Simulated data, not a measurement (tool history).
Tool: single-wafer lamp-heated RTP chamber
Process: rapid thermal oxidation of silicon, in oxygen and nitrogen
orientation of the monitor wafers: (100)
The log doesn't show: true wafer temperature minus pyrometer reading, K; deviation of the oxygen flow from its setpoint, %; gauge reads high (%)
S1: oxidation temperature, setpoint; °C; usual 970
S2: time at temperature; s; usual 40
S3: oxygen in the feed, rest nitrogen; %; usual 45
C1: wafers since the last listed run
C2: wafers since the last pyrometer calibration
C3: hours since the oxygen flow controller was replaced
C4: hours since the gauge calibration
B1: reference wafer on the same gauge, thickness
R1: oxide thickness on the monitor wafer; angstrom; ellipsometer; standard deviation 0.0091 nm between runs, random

run    hour   S1  S2  S3    C1    C2      C3      C4     B1     R1
  1       0  970  40  45     0   967  1375.7   910.1  3.351  30.15
  2    58.4  958  40  45   744  1712  1434.1   968.5  3.349  28.27
  3   147.1  958  40  45  1130  2843  1522.8  1057.2  3.351  28.25
  4   194.1  970  40  38   599  3442  1569.8  1104.2  3.346  28.99
  5   266.3  970  40  38   920  4363    1642  1176.4  3.345  29.04
  6   355.4  970  40  38  1136  5499  1731.1  1265.5  3.344  29.12
  7   448.6  950  40  45  1188  6687  1824.3  1358.7  3.346  27.22
  8     539  970  40  45  1152  7840  1914.7  1449.1  3.339  29.94
      559.6  -- pyrometer window cleaned and pyrometer calibrated
  9   610.2  970  40  45   805   644  1985.9  1520.3  3.342   30.2
 10   659.3  970  26  45   626  1270    2035  1569.4  3.344  26.47
 11   724.7  970  26  45   833  2104  2100.4  1634.8  3.343  26.34
      740.6  -- oxygen flow controller replaced
 12   806.6  992  40  39   942  3046      66  1716.7  3.338  32.58
 13   890.6  979  22  45  1070  4117     150  1800.7   3.34  26.29
      921.3  -- gauge calibrated
 14   948.9  980  51  45   743  4861   208.3    27.6  3.399  35.38
 15  1006.2  970  40  45   730  5591   265.6    84.9  3.395   30.5
     1086.2  -- pyrometer window cleaned and pyrometer calibrated
 16    1088  970  40  45   940    22   347.4   166.7  3.386  30.55
 17  1171.1  941  20  66  1059  1081   430.5   249.8  3.381  23.61
 18  1265.7  970  55  45  1206  2288   525.1   344.4  3.373  33.86
 19    1314  999  48  20   615  2903   573.4   392.7  3.372  30.96
 20  1365.8  992  40  39   660  3564   625.2   444.5  3.366   33.1
 21  1435.2  970  40  45   884  4449   694.6   513.9  3.365  30.22
 22  1487.4  970  45  69   665  5114   746.8   566.1  3.362  35.35
 23  1571.7  947  53  74  1074  6189   831.1   650.4  3.362  33.22
 24  1635.4  961  40  45   812  7001   894.8   714.1  3.357  28.83

Consider 4 possible next runs. They are alternatives, not a sequence: every one starts from the tool as it was left by run 24. What does each give?
  A  1635.8  983  40  45   5  7006  895.2  714.5   ?   ?
  B  1635.8  980  45  32   5  7006  895.2  714.5   ?   ?
  C  1635.8  970  56  62   5  7006  895.2  714.5   ?   ?
  D  1635.8  944  46  33   5  7006  895.2  714.5   ?   ?

run     B1     R1
  A  3.356  32.62
  B  3.356   30.6
  C  3.356  37.38
  D  3.356  26.16
The same runs, with their run-to-run variation unchanged, on a tool lacking any hidden condition would have given:
run     R1
  A  33.04
  B  30.99
  C  37.86
  D   26.5
